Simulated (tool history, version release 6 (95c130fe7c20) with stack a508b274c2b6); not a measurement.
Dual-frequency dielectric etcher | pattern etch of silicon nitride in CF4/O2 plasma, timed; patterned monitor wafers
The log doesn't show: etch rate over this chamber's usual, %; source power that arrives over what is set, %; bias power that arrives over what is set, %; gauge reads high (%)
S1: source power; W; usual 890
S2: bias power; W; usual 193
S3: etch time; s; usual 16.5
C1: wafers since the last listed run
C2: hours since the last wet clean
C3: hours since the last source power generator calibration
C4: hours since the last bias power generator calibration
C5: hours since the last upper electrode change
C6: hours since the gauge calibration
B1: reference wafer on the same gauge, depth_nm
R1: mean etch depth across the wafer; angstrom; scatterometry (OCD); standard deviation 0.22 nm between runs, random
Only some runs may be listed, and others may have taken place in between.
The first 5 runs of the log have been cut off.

run,hour,S1,S2,S3,C1,C2,C3,C4,C5,C6,B1,R1
# hour 197.0: bias power generator calibrated
6,232.9,890,193,16.5,914,204.7,4663.0,35.9,2861.4,1481.2,52.7,576
7,264.1,890,193,16.5,547,235.9,4694.2,67.1,2892.6,1512.4,52.8,574
8,290.9,890,193,12.5,470,262.7,4721.0,93.9,2919.4,1539.2,52.8,435
9,329.3,890,193,12.5,674,301.1,4759.4,132.3,2957.8,1577.6,52.8,437
10,364.8,1020,193,16.5,623,336.6,4794.9,167.8,2993.3,1613.1,52.8,666
11,393.7,890,193,16.5,507,365.5,4823.8,196.7,3022.2,1642.0,52.8,576
# hour 435.9: wet clean of the chamber, repeated, since the last time left the tool worse
12,440.7,970,212,16.5,403,4.8,4870.8,243.7,3069.2,1689.0,52.8,610
13,468.9,890,193,16.5,494,33.0,4899.0,271.9,3097.4,1717.2,52.8,542
# hour 532.3: gauge calibrated
14,532.3,890,193,16.5,1112,96.4,4962.4,335.3,3160.8,0.0,52.7,542
15,589.2,890,216,19.0,998,153.3,5019.3,392.2,3217.7,56.9,52.8,651
16,618.4,890,212,16.5,512,182.5,5048.5,421.4,3246.9,86.1,52.8,562
# hour 628.0: source power generator calibrated
17,645.2,950,217,18.0,400,209.3,17.2,448.2,3273.7,112.9,52.7,662
18,690.1,890,193,16.5,788,254.2,62.1,493.1,3318.6,157.8,52.7,547
# hour 715.6: upper electrode replaced
19,729.1,1070,237,16.5,263,293.2,101.1,532.1,13.5,196.8,52.7,708
20,760.7,890,193,16.5,554,324.8,132.7,563.7,45.1,228.4,52.7,550
21,832.6,890,152,12.5,1262,396.7,204.6,635.6,117.0,300.3,52.8,392
22,890.6,890,193,16.5,1018,454.7,262.6,693.6,175.0,358.3,52.8,550
23,939.4,670,149,21.0,856,503.5,311.4,742.4,223.8,407.1,52.8,484
# hour 989.2: wet clean of the chamber
24,989.7,890,193,16.5,461,0.5,361.7,792.7,274.1,457.4,52.9,541
25,1046.0,890,193,12.0,988,56.8,418.0,849.0,330.4,513.7,52.8,393
26,1095.9,1030,223,12.5,875,106.7,467.9,898.9,380.3,563.6,52.8,501
27,1164.8,790,165,11.5,1209,175.6,536.8,967.8,449.2,632.5,52.8,321
28,1222.7,890,176,18.0,1016,233.5,594.7,1025.7,507.1,690.4,52.7,578
29,1282.7,730,166,19.5,1053,293.5,654.7,1085.7,567.1,750.4,52.7,496
30,1308.0,890,229,16.5,444,318.8,680.0,1111.0,592.4,775.7,52.8,577

What if the next run were any one of these 4? Each begins from the tool's condition after run 30:
A,1308.4,950,193,16.5,7,319.2,680.4,1111.4,592.8,776.1,?,?
B,1308.4,710,178,18.0,7,319.2,680.4,1111.4,592.8,776.1,?,?
C,1308.4,890,156,16.5,7,319.2,680.4,1111.4,592.8,776.1,?,?
D,1308.4,720,193,16.5,7,319.2,680.4,1111.4,592.8,776.1,?,?

run,B1,R1
A,52.7,583
B,52.7,455
C,52.7,512
D,52.7,434
The same runs, with their run-to-run variation unchanged, on a tool lacking any hidden condition would have given:
run,R1
A,575
B,449
C,505
D,428
